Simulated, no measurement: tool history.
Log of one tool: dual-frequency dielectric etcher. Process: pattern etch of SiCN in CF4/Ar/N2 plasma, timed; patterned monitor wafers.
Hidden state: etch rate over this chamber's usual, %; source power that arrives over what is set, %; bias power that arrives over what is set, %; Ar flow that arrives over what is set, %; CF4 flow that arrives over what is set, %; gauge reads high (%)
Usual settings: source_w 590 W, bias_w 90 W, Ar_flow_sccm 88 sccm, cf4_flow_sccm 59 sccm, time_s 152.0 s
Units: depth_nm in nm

| run | day | source_w | bias_w | Ar_flow_sccm | cf4_flow_sccm | time_s | wafers since the last listed run | hours since the last wet clean | hours since the last source power generator calibration | hours since the last bias power generator calibration | hours since the last Ar flow controller change | hours since the last CF4 flow controller change | hours since the last upper electrode change | hours since the gauge calibration | read-back reference wafer on the same gauge, depth_nm | depth_nm |
|---|---|---|---|---|---|---|---|---|---|---|---|---|---|---|---|---|
| 1 | 0.000 | 590 | 90 | 88 | 59 | 152.0 | 0 | 295.2 | 2565.5 | 1740.6 | 3178.8 | 4734.9 | 3070.9 | 364.4 | 146.2 | 171.1 |
| 2 | 1.029 | 590 | 90 | 88 | 67 | 152.0 | 176 | 319.9 | 2590.2 | 1765.3 | 3203.5 | 4759.6 | 3095.6 | 389.1 | 146.2 | 174.6 |
| 3 | 2.088 | 590 | 90 | 88 | 59 | 167.5 | 181 | 345.3 | 2615.6 | 1790.7 | 3228.9 | 4785.0 | 3121.0 | 414.5 | 146.1 | 188.4 |
| 4 | 3.300 | 590 | 90 | 88 | 59 | 167.5 | 208 | 374.4 | 2644.7 | 1819.8 | 3258.0 | 4814.1 | 3150.1 | 443.6 | 146.3 | 188.5 |
| 5 | 4.171 | 590 | 90 | 88 | 59 | 167.5 | 149 | 395.3 | 2665.6 | 1840.7 | 3278.9 | 4835.0 | 3171.0 | 464.5 | 146.4 | 188.1 |
|  | 6.667 | Ar flow controller replaced |
|  | 7.288 | source power generator calibrated |
|  | 8.792 | upper electrode replaced |
| 6 | 8.812 | 590 | 90 | 88 | 59 | 152.0 | 554 | 506.7 | 36.6 | 1952.1 | 51.5 | 4946.4 | 0.5 | 575.9 | 146.5 | 171.7 |
| 7 | 8.888 | 590 | 90 | 88 | 59 | 152.0 | 12 | 508.5 | 38.4 | 1953.9 | 53.3 | 4948.2 | 2.3 | 577.7 | 146.3 | 170.9 |
| 8 | 9.625 | 590 | 90 | 88 | 59 | 152.0 | 126 | 526.2 | 56.1 | 1971.6 | 71.0 | 4965.9 | 20.0 | 595.4 | 146.2 | 171.7 |
| 9 | 10.738 | 590 | 90 | 88 | 59 | 152.0 | 191 | 552.9 | 82.8 | 1998.3 | 97.7 | 4992.6 | 46.7 | 622.1 | 146.3 | 171.5 |
|  | 11.533 | gauge calibrated |
|  | 12.050 | CF4 flow controller replaced |
|  | 12.846 | wet clean of the chamber |
| 10 | 12.867 | 590 | 108 | 88 | 45 | 152.0 | 186 | 0.5 | 133.9 | 2049.4 | 148.8 | 19.6 | 97.8 | 32.0 | 143.9 | 168.9 |
| 11 | 12.883 | 720 | 73 | 88 | 59 | 132.0 | 2 | 0.9 | 134.3 | 2049.8 | 149.2 | 20.0 | 98.2 | 32.4 | 144.0 | 169.0 |
| 12 | 14.017 | 590 | 90 | 88 | 59 | 152.0 | 194 | 28.1 | 161.5 | 2077.0 | 176.4 | 47.2 | 125.4 | 59.6 | 144.2 | 168.1 |
| 13 | 15.092 | 590 | 71 | 68 | 59 | 175.0 | 184 | 53.9 | 187.3 | 2102.8 | 202.2 | 73.0 | 151.2 | 85.4 | 144.7 | 186.2 |
| 14 | 16.121 | 730 | 90 | 82 | 50 | 180.5 | 176 | 78.6 | 212.0 | 2127.5 | 226.9 | 97.7 | 175.9 | 110.1 | 145.2 | 245.4 |
|  | 16.475 | bias power generator calibrated |
| 15 | 16.688 | 590 | 90 | 88 | 59 | 152.0 | 68 | 92.2 | 225.6 | 5.1 | 240.5 | 111.3 | 189.5 | 123.7 | 144.9 | 169.3 |
| 16 | 17.667 | 590 | 90 | 105 | 59 | 152.0 | 168 | 115.7 | 249.1 | 28.6 | 264.0 | 134.8 | 213.0 | 147.2 | 145.5 | 167.1 |
| 17 | 18.729 | 590 | 82 | 88 | 59 | 152.0 | 182 | 141.2 | 274.6 | 54.1 | 289.5 | 160.3 | 238.5 | 172.7 | 145.4 | 164.8 |
| 18 | 19.554 | 590 | 90 | 73 | 59 | 152.0 | 141 | 161.0 | 294.4 | 73.9 | 309.3 | 180.1 | 258.3 | 192.5 | 145.7 | 174.3 |
| 19 | 20.829 | 460 | 90 | 88 | 59 | 167.5 | 219 | 191.6 | 325.0 | 104.5 | 339.9 | 210.7 | 288.9 | 223.1 | 145.7 | 144.0 |

Forecast each of these 3 alternatives for the next run:
| A | 20.850 | 590 | 90 | 88 | 59 | 152.0 | 3 | 192.1 | 325.5 | 105.0 | 340.4 | 211.2 | 289.4 | 223.6 | ? | ? |
| B | 20.850 | 590 | 90 | 109 | 65 | 152.0 | 3 | 192.1 | 325.5 | 105.0 | 340.4 | 211.2 | 289.4 | 223.6 | ? | ? |
| C | 20.850 | 660 | 77 | 95 | 59 | 119.5 | 3 | 192.1 | 325.5 | 105.0 | 340.4 | 211.2 | 289.4 | 223.6 | ? | ? |

| run | read-back reference wafer on the same gauge, depth_nm | depth_nm |
|---|---|---|
| A | 145.7 | 170.6 |
| B | 145.7 | 169.3 |
| C | 145.7 | 142.1 |
Without the tool's hidden state the same runs would have given:
| run | depth_nm |
|---|---|
| A | 168.5 |
| B | 167.3 |
| C | 140.4 |

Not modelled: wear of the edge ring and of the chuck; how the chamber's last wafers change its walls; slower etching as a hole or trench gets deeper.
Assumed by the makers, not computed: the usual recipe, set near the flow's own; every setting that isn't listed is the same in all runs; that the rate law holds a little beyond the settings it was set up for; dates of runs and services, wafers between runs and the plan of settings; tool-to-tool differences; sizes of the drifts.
